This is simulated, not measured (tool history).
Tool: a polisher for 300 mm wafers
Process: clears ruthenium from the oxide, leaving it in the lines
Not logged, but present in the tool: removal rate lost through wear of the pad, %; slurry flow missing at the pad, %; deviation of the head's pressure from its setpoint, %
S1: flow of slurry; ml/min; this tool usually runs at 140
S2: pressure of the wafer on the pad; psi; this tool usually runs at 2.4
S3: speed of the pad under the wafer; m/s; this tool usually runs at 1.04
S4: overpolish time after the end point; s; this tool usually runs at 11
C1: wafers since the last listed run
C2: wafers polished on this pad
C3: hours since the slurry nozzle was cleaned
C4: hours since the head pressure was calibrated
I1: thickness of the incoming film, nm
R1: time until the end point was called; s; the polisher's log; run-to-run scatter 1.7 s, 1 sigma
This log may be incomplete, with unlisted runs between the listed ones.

{"run": 1, "hour": 0.0, "S1": 180, "S2": 2.4, "S3": 1.04, "S4": 11, "C1": 0, "C2": 36, "C3": 14.2, "C4": 581.4, "I1": 203.8, "R1": 120.9}
{"run": 2, "hour": 35.1, "S1": 140, "S2": 2.4, "S3": 1.04, "S4": 11, "C1": 372, "C2": 408, "C3": 49.3, "C4": 616.5, "I1": 199.5, "R1": 122.4}
{"run": 3, "hour": 61.9, "S1": 140, "S2": 2.4, "S3": 1.04, "S4": 11, "C1": 284, "C2": 693, "C3": 76.1, "C4": 643.3, "I1": 196.1, "R1": 122.7}
{"run": 4, "hour": 78.4, "S1": 140, "S2": 2, "S3": 1.04, "S4": 11, "C1": 174, "C2": 868, "C3": 92.6, "C4": 659.8, "I1": 199.2, "R1": 148.8}
{"run": 5, "hour": 96.4, "S1": 140, "S2": 2.4, "S3": 1.04, "S4": 11, "C1": 190, "C2": 1058, "C3": 110.6, "C4": 677.8, "I1": 201.6, "R1": 126.4}
{"run": 6, "hour": 116.9, "S1": 140, "S2": 2.4, "S3": 1.04, "S4": 11, "C1": 217, "C2": 1276, "C3": 131.1, "C4": 698.3, "I1": 198.3, "R1": 123.4}
{"hour": 122.1, "done": "worn pad replaced by a new one"}
{"run": 7, "hour": 142.4, "S1": 160, "S2": 2.4, "S3": 1.04, "S4": 11, "C1": 227, "C2": 214, "C3": 156.6, "C4": 723.8, "I1": 201.7, "R1": 126.8}
{"run": 8, "hour": 155.6, "S1": 160, "S2": 2.4, "S3": 1.04, "S4": 11, "C1": 139, "C2": 354, "C3": 169.8, "C4": 737, "I1": 197.2, "R1": 124.9}
{"run": 9, "hour": 170.8, "S1": 160, "S2": 2.4, "S3": 1.04, "S4": 11, "C1": 161, "C2": 515, "C3": 185, "C4": 752.2, "I1": 202.3, "R1": 128.6}
{"run": 10, "hour": 206.5, "S1": 140, "S2": 2.4, "S3": 1.04, "S4": 11, "C1": 378, "C2": 894, "C3": 220.7, "C4": 787.9, "I1": 200.2, "R1": 131.3}
{"run": 11, "hour": 220.4, "S1": 140, "S2": 2.4, "S3": 1.04, "S4": 11, "C1": 147, "C2": 1041, "C3": 234.6, "C4": 801.8, "I1": 198.1, "R1": 132.9}
{"run": 12, "hour": 235.1, "S1": 140, "S2": 2.4, "S3": 1.04, "S4": 11, "C1": 155, "C2": 1197, "C3": 249.3, "C4": 816.5, "I1": 199.6, "R1": 134.8}
{"hour": 260.3, "done": "worn pad replaced by a new one"}
{"run": 13, "hour": 260.8, "S1": 140, "S2": 2.4, "S3": 1.04, "S4": 11, "C1": 230, "C2": 5, "C3": 275, "C4": 842.2, "I1": 199.7, "R1": 133.9}
{"run": 14, "hour": 276.5, "S1": 140, "S2": 2.4, "S3": 1.04, "S4": 11, "C1": 166, "C2": 171, "C3": 290.7, "C4": 857.9, "I1": 201.3, "R1": 132.9}
{"run": 15, "hour": 301.5, "S1": 140, "S2": 2.4, "S3": 1.04, "S4": 11, "C1": 265, "C2": 436, "C3": 315.7, "C4": 882.9, "I1": 201.7, "R1": 136.1}
{"run": 16, "hour": 330.4, "S1": 140, "S2": 2.4, "S3": 1.04, "S4": 11, "C1": 306, "C2": 742, "C3": 344.6, "C4": 911.8, "I1": 203.8, "R1": 142}
{"run": 17, "hour": 359.1, "S1": 140, "S2": 2.4, "S3": 0.74, "S4": 11, "C1": 304, "C2": 1047, "C3": 373.3, "C4": 940.5, "I1": 201.8, "R1": 196.2}
{"run": 18, "hour": 392.3, "S1": 110, "S2": 2.4, "S3": 0.78, "S4": 9, "C1": 351, "C2": 1399, "C3": 406.5, "C4": 973.7, "I1": 198.2, "R1": 199}
{"hour": 424.8, "done": "worn pad replaced by a new one"}
{"run": 19, "hour": 425.3, "S1": 140, "S2": 2.4, "S3": 0.84, "S4": 11, "C1": 307, "C2": 4, "C3": 439.5, "C4": 1006.7, "I1": 199.5, "R1": 173.9}
{"hour": 453.8, "done": "head pressure recalibrated"}
{"run": 20, "hour": 459.4, "S1": 140, "S2": 2.4, "S3": 1.04, "S4": 11, "C1": 340, "C2": 345, "C3": 473.6, "C4": 5.6, "I1": 198.9, "R1": 127}
{"run": 21, "hour": 476.0, "S1": 140, "S2": 2.4, "S3": 0.76, "S4": 11, "C1": 175, "C2": 521, "C3": 490.2, "C4": 22.2, "I1": 200.2, "R1": 172}
{"run": 22, "hour": 502.2, "S1": 140, "S2": 1.7, "S3": 1.04, "S4": 11, "C1": 277, "C2": 798, "C3": 516.4, "C4": 48.4, "I1": 198.8, "R1": 182}
{"run": 23, "hour": 523.9, "S1": 175, "S2": 2.4, "S3": 0.76, "S4": 11, "C1": 230, "C2": 1028, "C3": 538.1, "C4": 70.1, "I1": 201.7, "R1": 162.4}
{"hour": 527.0, "done": "slurry nozzle cleaned"}
{"run": 24, "hour": 545.2, "S1": 140, "S2": 2.4, "S3": 0.92, "S4": 5, "C1": 215, "C2": 1244, "C3": 18.2, "C4": 91.4, "I1": 200.4, "R1": 127.2}
{"hour": 549.4, "done": "worn pad replaced by a new one"}
{"run": 25, "hour": 569.2, "S1": 140, "S2": 2.4, "S3": 1.04, "S4": 16, "C1": 212, "C2": 210, "C3": 42.2, "C4": 115.4, "I1": 202.7, "R1": 122.2}
{"run": 26, "hour": 599.1, "S1": 160, "S2": 3, "S3": 1.22, "S4": 8, "C1": 316, "C2": 527, "C3": 72.1, "C4": 145.3, "I1": 200.4, "R1": 76.9}
{"run": 27, "hour": 622.7, "S1": 140, "S2": 1.8, "S3": 1.04, "S4": 14, "C1": 250, "C2": 777, "C3": 95.7, "C4": 168.9, "I1": 202.8, "R1": 159.2}
{"run": 28, "hour": 635.8, "S1": 140, "S2": 2.7, "S3": 0.78, "S4": 18, "C1": 138, "C2": 916, "C3": 108.8, "C4": 182, "I1": 197.6, "R1": 135.9}
{"run": 29, "hour": 655.7, "S1": 160, "S2": 2.4, "S3": 1.04, "S4": 11, "C1": 210, "C2": 1127, "C3": 128.7, "C4": 201.9, "I1": 196.7, "R1": 113.2}
{"hour": 675.3, "done": "worn pad replaced by a new one"}
{"run": 30, "hour": 680.1, "S1": 160, "S2": 2.4, "S3": 1.04, "S4": 11, "C1": 216, "C2": 50, "C3": 153.1, "C4": 226.3, "I1": 201.5, "R1": 117.1}
{"run": 31, "hour": 693.8, "S1": 110, "S2": 2.4, "S3": 1.04, "S4": 11, "C1": 145, "C2": 195, "C3": 166.8, "C4": 240, "I1": 198.1, "R1": 121.1}
{"run": 32, "hour": 710.3, "S1": 140, "S2": 2.4, "S3": 1.04, "S4": 11, "C1": 174, "C2": 370, "C3": 183.3, "C4": 256.5, "I1": 201.7, "R1": 119.5}
{"run": 33, "hour": 723.8, "S1": 140, "S2": 3, "S3": 1.04, "S4": 11, "C1": 143, "C2": 513, "C3": 196.8, "C4": 270, "I1": 196.6, "R1": 95.2}

For each entry between runs, how does the tool's hidden state at the last listed run before it compare with that at the first listed run after it?
Logged between run 6 and run 7: worn pad replaced by a new one (hour 122.1)
  slurry flow missing at the pad, %: 10.7 -> 12.2; deviation of the head's pressure from its setpoint, %: -8.02 -> -8.44
  difference, measured minus the result without the unlogged condition, R1: +12.6 -> +13.5 s
Logged between run 12 and run 13: worn pad replaced by a new one (hour 260.3)
  slurry flow missing at the pad, %: 17.4 -> 18.9; deviation of the head's pressure from its setpoint, %: -10.1 -> -10.6
  difference, measured minus the result without the unlogged condition, R1: +18.6 -> +19.5 s
Logged between run 18 and run 19: worn pad replaced by a new one (hour 424.8)
  slurry flow missing at the pad, %: 26.3 -> 28.2; deviation of the head's pressure from its setpoint, %: -13.3 -> -14
  difference, measured minus the result without the unlogged condition, R1: +41.4 -> +35.7 s
Logged between run 19 and run 20: head pressure recalibrated (hour 453.8)
  slurry flow missing at the pad, %: 28.2 -> 30.1; deviation of the head's pressure from its setpoint, %: -14 -> -1.94
  difference, measured minus the result without the unlogged condition, R1: +35.7 -> +12.8 s
Logged between run 23 and run 24: slurry nozzle cleaned (hour 527)
  slurry flow missing at the pad, %: 33.8 -> 1.49; deviation of the head's pressure from its setpoint, %: -1.99 -> -2.03
  difference, measured minus the result without the unlogged condition, R1: +15.9 -> +3 s
Logged between run 24 and run 25: worn pad replaced by a new one (hour 549.4)
  slurry flow missing at the pad, %: 1.49 -> 2.85; deviation of the head's pressure from its setpoint, %: -2.03 -> -2.09
  difference, measured minus the result without the unlogged condition, R1: +3 -> +3.2 s
Logged between run 29 and run 30: worn pad replaced by a new one (hour 675.3)
  slurry flow missing at the pad, %: 7.74 -> 9.12; deviation of the head's pressure from its setpoint, %: -2.4 -> -2.52
  difference, measured minus the result without the unlogged condition, R1: +4.3 -> +4.9 s
